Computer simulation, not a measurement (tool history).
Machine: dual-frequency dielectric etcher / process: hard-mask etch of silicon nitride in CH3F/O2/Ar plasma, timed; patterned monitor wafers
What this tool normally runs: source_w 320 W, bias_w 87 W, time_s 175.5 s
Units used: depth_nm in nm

run   hour  source_w  bias_w  time_s  read-back reference wafer on the same gauge, depth_nm  depth_nm
  1      0       320      87   175.5                                                  141.1     117.6
  2   66.9       320      87   175.5                                                    141     117.4
  3    136       320      87   175.5                                                  140.8     116.5
  4  175.7       320      87   175.5                                                  140.7     116.8
     203.1  -- wet clean of the chamber
  5  231.1       320      87   175.5                                                  141.2     119.1
  6  255.2       320      87   175.5                                                  141.2     119.1
  7  311.7       340      87   175.5                                                  141.1     121.2
  8  351.3       340      87   175.5                                                  141.1     121.2
     375.8  -- source power generator calibrated
  9  400.5       360      87   175.5                                                  140.7     123.9
 10  472.2       360      87   175.5                                                    141     122.7
 11  500.6       320      87     189                                                  140.9     126.1
 12  553.2       320      87   175.5                                                    141     116.8
     595.7  -- upper electrode replaced, of another model than before
 13  596.2       320      87   175.5                                                  140.9     116.7
     608.1  -- bias power generator calibrated
     645.7  -- gauge calibrated
       649  -- wet clean of the chamber
 14  649.5       300      72     154                                                  140.7      98.4
 15  701.4       290      97   202.5                                                  140.8     132.6
 16  753.8       400      87   175.5                                                  140.9       132
 17  783.5       290      87   175.5                                                  140.8     112.9
 18  851.4       380      73   175.5                                                  140.8     124.9
 19  887.4       370      98   212.5                                                  140.7     156.4
 20    944       290      87   197.5                                                    141     125.4
 21  982.1       320      74   175.5                                                  141.2       114

Consider 5 possible next runs. They are alternatives, not a sequence: every one starts from the tool as it was left by run 21. What does each give?
  A  982.6       320      87   189.5                                                      ?         ?
  B  982.6       390      79     150                                                      ?         ?
  C  982.6       360      93     144                                                      ?         ?
  D  982.6       290     104     225                                                      ?         ?
  E  982.6       370      87   175.5                                                      ?         ?

run  read-back reference wafer on the same gauge, depth_nm  depth_nm
  A                                                  141.1     126.7
  B                                                  141.1     108.8
  C                                                  141.1     103.3
  D                                                  141.1     147.8
  E                                                  141.1     126.1
With no hidden state in the tool, these same runs would have given:
run  depth_nm
  A       129
  B     110.8
  C     105.2
  D     150.5
  E     128.4
